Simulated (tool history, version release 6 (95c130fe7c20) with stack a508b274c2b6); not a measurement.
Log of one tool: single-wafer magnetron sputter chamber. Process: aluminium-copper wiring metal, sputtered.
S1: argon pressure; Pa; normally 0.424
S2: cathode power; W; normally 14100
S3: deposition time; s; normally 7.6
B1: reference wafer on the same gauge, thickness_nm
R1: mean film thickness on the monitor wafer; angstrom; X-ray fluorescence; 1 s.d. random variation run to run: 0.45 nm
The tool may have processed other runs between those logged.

run 1 hour=0 | S1=0.424 S2=14100 S3=7.6 | B1=196.065 | R1=1820.07
run 2 hour=35.3 | S1=0.424 S2=14100 S3=7.6 | B1=195.993 | R1=1812.27
run 3 hour=96.7 | S1=0.424 S2=12900 S3=7.6 | B1=196.232 | R1=1684.19
-- hour=158.8 gauge calibrated
run 4 hour=168.4 | S1=0.424 S2=12900 S3=7.6 | B1=196.038 | R1=1689.33
run 5 hour=217.2 | S1=0.424 S2=12900 S3=7.6 | B1=196.017 | R1=1690.28
run 6 hour=251.7 | S1=0.424 S2=14100 S3=8.53 | B1=196.035 | R1=2032.71
run 7 hour=279.1 | S1=0.424 S2=14100 S3=8.53 | B1=196.285 | R1=2042.49
run 8 hour=350.7 | S1=0.424 S2=14100 S3=8.53 | B1=195.96 | R1=2041.99
-- hour=368.8 sputter target and shields replaced
run 9 hour=408.7 | S1=0.389 S2=14100 S3=7.6 | B1=195.832 | R1=1838.77
run 10 hour=446 | S1=0.389 S2=14100 S3=7.6 | B1=196.046 | R1=1838.48
run 11 hour=636.3 | S1=0.389 S2=14100 S3=7.6 | B1=195.889 | R1=1830.35
run 12 hour=675.1 | S1=0.424 S2=14100 S3=7.6 | B1=195.903 | R1=1803.37
run 13 hour=702.8 | S1=0.424 S2=14100 S3=7.6 | B1=196.141 | R1=1815.14
run 14 hour=766.5 | S1=0.424 S2=14100 S3=7.6 | B1=196.057 | R1=1810.98
-- hour=798.8 sputter target and shields replaced
run 15 hour=805.2 | S1=0.5 S2=11050 S3=9.09 | B1=196.07 | R1=1740.3
-- hour=868.2 magnet pack replaced
-- hour=972.5 capacitance manometer re-zeroed and calibrated
run 16 hour=1007.4 | S1=0.424 S2=14100 S3=7.6 | B1=196.124 | R1=1897.95
run 17 hour=1074.8 | S1=0.494 S2=12750 S3=7.6 | B1=195.881 | R1=1708.4
run 18 hour=1108.7 | S1=0.568 S2=11050 S3=7.6 | B1=195.896 | R1=1495.36
run 19 hour=1141 | S1=0.424 S2=14100 S3=9.07 | B1=196.285 | R1=2251.53
run 20 hour=1173.7 | S1=0.3 S2=14100 S3=7.6 | B1=195.915 | R1=1945.79
run 21 hour=1210.3 | S1=0.32 S2=11400 S3=7.6 | B1=195.847 | R1=1645.12
run 22 hour=1278.6 | S1=0.424 S2=16150 S3=9.01 | B1=195.971 | R1=2490.02
-- hour=1303 capacitance manometer re-zeroed and calibrated, repeated, since the last time left the tool worse
-- hour=1308.8 sputter target and shields replaced
run 23 hour=1345.7 | S1=0.579 S2=14100 S3=9.08 | B1=196.251 | R1=2084.81
run 24 hour=1372.8 | S1=0.424 S2=11550 S3=7.6 | B1=195.808 | R1=1575.42
run 25 hour=1401.6 | S1=0.3 S2=16950 S3=7.6 | B1=195.934 | R1=2218.99
run 26 hour=1468.2 | S1=0.514 S2=16750 S3=8.36 | B1=196.028 | R1=2248.34
run 27 hour=1509.7 | S1=0.424 S2=14100 S3=6.33 | B1=196.04 | R1=1528.07
run 28 hour=1544.6 | S1=0.424 S2=14100 S3=7.6 | B1=196.01 | R1=1836.47
run 29 hour=1577.1 | S1=0.424 S2=14100 S3=9.03 | B1=195.895 | R1=2170.07
run 30 hour=1639.7 | S1=0.424 S2=14100 S3=7.6 | B1=196.063 | R1=1832.77
run 31 hour=1680.2 | S1=0.479 S2=16900 S3=8.96 | B1=195.961 | R1=2451.3
run 32 hour=1733.3 | S1=0.593 S2=17050 S3=7.6 | B1=196.101 | R1=2004.94
run 33 hour=1780.7 | S1=0.336 S2=15550 S3=9.11 | B1=195.966 | R1=2441.08
run 34 hour=1807.7 | S1=0.59 S2=17300 S3=7.6 | B1=195.775 | R1=2032.02

What would each run have given without the hidden state, its run-to-run variation left as it was?
Unlogged tool condition in this case: deposition rate above that of a new target (%); true argon pressure above the setpoint (%); gauge reads high (%).
run=1 R1=1846.2
run=2 R1=1838.65
run=3 R1=1709.23
run=4 R1=1715.01
run=5 R1=1716.33
run=6 R1=2064.32
run=7 R1=2074.47
run=8 R1=2074.5
run=9 R1=1866.93
run=10 R1=1866.84
run=11 R1=1859.47
run=12 R1=1833.71
run=13 R1=1845.79
run=14 R1=1841.79
run=15 R1=1773.18
run=16 R1=1846.71
run=17 R1=1660.81
run=18 R1=1451.24
run=19 R1=2197.47
run=20 R1=1908.31
run=21 R1=1613.3
run=22 R1=2436.62
run=23 R1=2086.17
run=24 R1=1577.31
run=25 R1=2222.4
run=26 R1=2256.73
run=27 R1=1534.42
run=28 R1=1845.34
run=29 R1=2181.85
run=30 R1=1844.7
run=31 R1=2470.18
run=32 R1=2024.57
run=33 R1=2459.5
run=34 R1=2054.41
